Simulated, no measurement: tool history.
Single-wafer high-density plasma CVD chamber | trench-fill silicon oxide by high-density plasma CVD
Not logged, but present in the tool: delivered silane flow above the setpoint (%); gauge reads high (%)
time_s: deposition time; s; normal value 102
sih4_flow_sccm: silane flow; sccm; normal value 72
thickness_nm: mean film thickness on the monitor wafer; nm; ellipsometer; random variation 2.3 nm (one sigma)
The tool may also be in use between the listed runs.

run	day	time_s	sih4_flow_sccm	wafers since the last listed run	hours since the silane flow controller was replaced	hours since the gauge calibration	read-back reference wafer on the same gauge, thickness_nm	thickness_nm
1	0	102	72	0	1462.6	2497.7	596.775	649.764
2	3.546	102	72	762	1547.7	2582.8	596.658	649.891
3	6.25	116	72	581	1612.6	2647.7	597.117	738.075
4	7.804	102	66	334	1649.9	2685	597.511	617.239
5	12.121	102	66	927	1753.5	2788.6	597.128	607.942
6	16.25	102	66	887	1852.6	2887.7	596.981	610.072
7	19.979	102	72	801	1942.1	2977.2	597.138	644.648
8	21.917	102	72	416	1988.6	3023.7	597.016	646.019
9	25.375	97	65	743	2071.6	3106.7	596.873	569.73
10	28.888	97	65	754	2155.9	3191	597.217	571.42
# day 30.729: silane flow controller replaced
11	31.233	102	72	432	12.1	3247.3	597.141	668.251
12	34.975	102	72	804	101.9	3337.1	596.996	665.126
13	36.921	102	72	418	148.6	3383.8	596.499	663.242
14	39.692	102	72	595	215.1	3450.3	596.404	667.423
15	43.05	102	72	721	295.7	3530.9	597.043	665.059
16	46.6	102	81	763	380.9	3616.1	597.043	726.324
17	50.754	102	81	892	480.6	3715.8	596.426	719.704
18	55.15	102	81	944	586.1	3821.3	596.683	722.641
19	65.229	102	68	2166	828	4063.2	596.908	637.382
20	66.912	102	68	361	868.4	4103.6	596.62	633.66
21	69.45	102	82	545	929.3	4164.5	596.837	722.581
22	73.929	97	72	962	1036.8	4272	596.774	627.818
23	76.167	95	64	480	1090.5	4325.7	597.239	565.549
24	78.842	102	60	574	1154.7	4389.9	597.091	581
25	80.454	102	72	346	1193.4	4428.6	596.975	657.859
26	83.738	115	65	705	1272.2	4507.4	596.908	692.545
# day 88.271: gauge calibrated
27	94.592	112	83	2332	1532.7	151.7	596.709	794.532
28	97.333	93	64	589	1598.5	217.5	596.823	549.159
29	103.638	102	72	1354	1749.8	368.8	597.225	645.186
30	106.883	108	66	697	1827.7	446.7	597.479	650.955
# day 108.862: silane flow controller replaced
31	109.283	92	59	444	10.1	504.3	597.233	527.865
32	113.012	102	72	801	99.6	593.8	597.189	669.547
33	117.388	95	58	940	204.6	698.8	597.414	535.608
34	121.183	102	86	815	295.7	789.9	597.221	754.831

Run 35, settings as shown, results not yet in. Your forecast:
35	124.867	90	67	791	384.1	878.3	?	?

For run 35 the tool returned read-back reference wafer on the same gauge, thickness_nm 596.665, thickness_nm 556.311 nm.
Were there no unlogged condition in the tool, this run, its random variation unchanged, would have produced thickness_nm 560.783 nm.
